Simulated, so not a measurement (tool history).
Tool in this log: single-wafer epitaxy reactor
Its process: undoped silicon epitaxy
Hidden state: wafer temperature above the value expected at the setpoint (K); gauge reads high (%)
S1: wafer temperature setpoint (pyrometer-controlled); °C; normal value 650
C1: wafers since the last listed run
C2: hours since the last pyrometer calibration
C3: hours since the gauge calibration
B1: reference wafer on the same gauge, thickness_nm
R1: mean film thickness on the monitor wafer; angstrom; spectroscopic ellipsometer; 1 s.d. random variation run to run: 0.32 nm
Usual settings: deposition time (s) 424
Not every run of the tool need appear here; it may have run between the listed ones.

{"run": 1, "hour": 0.0, "S1": 650, "deposition time (s)": 424, "C1": 0, "C2": 1537.8, "C3": 919.3, "B1": 68.863, "R1": 683.14}
{"run": 2, "hour": 34.0, "S1": 650, "deposition time (s)": 424, "C1": 119, "C2": 1571.8, "C3": 953.3, "B1": 68.934, "R1": 684.26}
{"run": 3, "hour": 92.5, "S1": 650, "deposition time (s)": 424, "C1": 205, "C2": 1630.3, "C3": 1011.8, "B1": 68.935, "R1": 683.33}
{"run": 4, "hour": 161.4, "S1": 639, "deposition time (s)": 405, "C1": 242, "C2": 1699.2, "C3": 1080.7, "B1": 68.872, "R1": 489.34}
{"run": 5, "hour": 204.4, "S1": 650, "deposition time (s)": 424, "C1": 151, "C2": 1742.2, "C3": 1123.7, "B1": 68.912, "R1": 679.89}
{"run": 6, "hour": 266.9, "S1": 650, "deposition time (s)": 424, "C1": 219, "C2": 1804.7, "C3": 1186.2, "B1": 68.897, "R1": 680.53}
{"run": 7, "hour": 310.0, "S1": 650, "deposition time (s)": 424, "C1": 151, "C2": 1847.8, "C3": 1229.3, "B1": 69.001, "R1": 678.39}
{"run": 8, "hour": 362.0, "S1": 650, "deposition time (s)": 424, "C1": 182, "C2": 1899.8, "C3": 1281.3, "B1": 68.832, "R1": 672.82}
{"run": 9, "hour": 411.7, "S1": 650, "deposition time (s)": 424, "C1": 174, "C2": 1949.5, "C3": 1331, "B1": 68.958, "R1": 673.47}
{"run": 10, "hour": 470.6, "S1": 650, "deposition time (s)": 424, "C1": 207, "C2": 2008.4, "C3": 1389.9, "B1": 68.847, "R1": 678.79}
{"run": 11, "hour": 527.1, "S1": 650, "deposition time (s)": 424, "C1": 198, "C2": 2064.9, "C3": 1446.4, "B1": 68.907, "R1": 671.4}
{"run": 12, "hour": 556.2, "S1": 645, "deposition time (s)": 424, "C1": 102, "C2": 2094, "C3": 1475.5, "B1": 68.954, "R1": 591.15}
{"run": 13, "hour": 589.2, "S1": 645, "deposition time (s)": 424, "C1": 116, "C2": 2127, "C3": 1508.5, "B1": 68.896, "R1": 592.37}
{"run": 14, "hour": 635.6, "S1": 645, "deposition time (s)": 424, "C1": 163, "C2": 2173.4, "C3": 1554.9, "B1": 68.881, "R1": 589.03}
{"run": 15, "hour": 682.3, "S1": 650, "deposition time (s)": 424, "C1": 164, "C2": 2220.1, "C3": 1601.6, "B1": 68.883, "R1": 665.29}
{"run": 16, "hour": 713.0, "S1": 650, "deposition time (s)": 424, "C1": 108, "C2": 2250.8, "C3": 1632.3, "B1": 68.778, "R1": 663.51}
{"hour": 723.1, "done": "pyrometer calibrated"}
{"hour": 724.6, "done": "gauge calibrated"}
{"run": 17, "hour": 741.4, "S1": 650, "deposition time (s)": 424, "C1": 71, "C2": 18.3, "C3": 16.8, "B1": 68.859, "R1": 705.28}
{"run": 18, "hour": 775.0, "S1": 650, "deposition time (s)": 424, "C1": 118, "C2": 51.9, "C3": 50.4, "B1": 68.96, "R1": 705.43}
{"run": 19, "hour": 811.3, "S1": 640, "deposition time (s)": 466, "C1": 127, "C2": 88.2, "C3": 86.7, "B1": 68.904, "R1": 596.4}
{"run": 20, "hour": 853.2, "S1": 635, "deposition time (s)": 453, "C1": 147, "C2": 130.1, "C3": 128.6, "B1": 68.9, "R1": 514.27}
{"run": 21, "hour": 881.3, "S1": 657, "deposition time (s)": 347, "C1": 98, "C2": 158.2, "C3": 156.7, "B1": 68.928, "R1": 677.33}
{"run": 22, "hour": 947.5, "S1": 650, "deposition time (s)": 424, "C1": 232, "C2": 224.4, "C3": 222.9, "B1": 68.876, "R1": 694.15}
{"run": 23, "hour": 974.0, "S1": 661, "deposition time (s)": 366, "C1": 93, "C2": 250.9, "C3": 249.4, "B1": 68.972, "R1": 793.81}
{"run": 24, "hour": 1010.2, "S1": 660, "deposition time (s)": 400, "C1": 127, "C2": 287.1, "C3": 285.6, "B1": 68.875, "R1": 840.19}
{"run": 25, "hour": 1066.1, "S1": 657, "deposition time (s)": 452, "C1": 196, "C2": 343, "C3": 341.5, "B1": 68.859, "R1": 895.26}
{"run": 26, "hour": 1094.7, "S1": 636, "deposition time (s)": 424, "C1": 100, "C2": 371.6, "C3": 370.1, "B1": 68.881, "R1": 491.45}
{"run": 27, "hour": 1123.0, "S1": 656, "deposition time (s)": 424, "C1": 99, "C2": 399.9, "C3": 398.4, "B1": 68.908, "R1": 810.92}
{"run": 28, "hour": 1164.7, "S1": 650, "deposition time (s)": 453, "C1": 146, "C2": 441.6, "C3": 440.1, "B1": 68.868, "R1": 744.7}
{"run": 29, "hour": 1191.2, "S1": 657, "deposition time (s)": 424, "C1": 93, "C2": 468.1, "C3": 466.6, "B1": 68.888, "R1": 836.13}
{"run": 30, "hour": 1245.5, "S1": 650, "deposition time (s)": 342, "C1": 191, "C2": 522.4, "C3": 520.9, "B1": 68.996, "R1": 564.17}
{"run": 31, "hour": 1300.2, "S1": 650, "deposition time (s)": 424, "C1": 192, "C2": 577.1, "C3": 575.6, "B1": 68.865, "R1": 691.77}
{"run": 32, "hour": 1326.8, "S1": 636, "deposition time (s)": 390, "C1": 93, "C2": 603.7, "C3": 602.2, "B1": 68.943, "R1": 450.88}
{"run": 33, "hour": 1398.3, "S1": 661, "deposition time (s)": 378, "C1": 251, "C2": 675.2, "C3": 673.7, "B1": 68.894, "R1": 814.91}
{"run": 34, "hour": 1443.2, "S1": 650, "deposition time (s)": 424, "C1": 157, "C2": 720.1, "C3": 718.6, "B1": 68.778, "R1": 700.01}
{"run": 35, "hour": 1502.5, "S1": 657, "deposition time (s)": 452, "C1": 208, "C2": 779.4, "C3": 777.9, "B1": 68.931, "R1": 883.3}
{"run": 36, "hour": 1552.5, "S1": 650, "deposition time (s)": 469, "C1": 175, "C2": 829.4, "C3": 827.9, "B1": 68.93, "R1": 761.48}
{"run": 37, "hour": 1599.9, "S1": 665, "deposition time (s)": 447, "C1": 166, "C2": 876.8, "C3": 875.3, "B1": 68.821, "R1": 1059.11}

Here are 5 independent what-if runs from the current tool condition. What would each one return?
{"run": "A", "hour": 1600.4, "S1": 650, "deposition time (s)": 448, "C1": 1, "C2": 877.3, "C3": 875.8, "B1": "?", "R1": "?"}
{"run": "B", "hour": 1600.4, "S1": 659, "deposition time (s)": 424, "C1": 1, "C2": 877.3, "C3": 875.8, "B1": "?", "R1": "?"}
{"run": "C", "hour": 1600.4, "S1": 657, "deposition time (s)": 366, "C1": 1, "C2": 877.3, "C3": 875.8, "B1": "?", "R1": "?"}
{"run": "D", "hour": 1600.4, "S1": 643, "deposition time (s)": 476, "C1": 1, "C2": 877.3, "C3": 875.8, "B1": "?", "R1": "?"}
{"run": "E", "hour": 1600.4, "S1": 660, "deposition time (s)": 465, "C1": 1, "C2": 877.3, "C3": 875.8, "B1": "?", "R1": "?"}

run=A B1=69.022 R1=739.42
run=B B1=69.022 R1=873.37
run=C B1=69.022 R1=717.99
run=D B1=69.022 R1=659
run=E B1=69.022 R1=981.41
Without the tool's unlogged condition, the same runs would have read:
run=A R1=755.63
run=B R1=892.1
run=C R1=733.46
run=D R1=673.71
run=E R1=1002.4
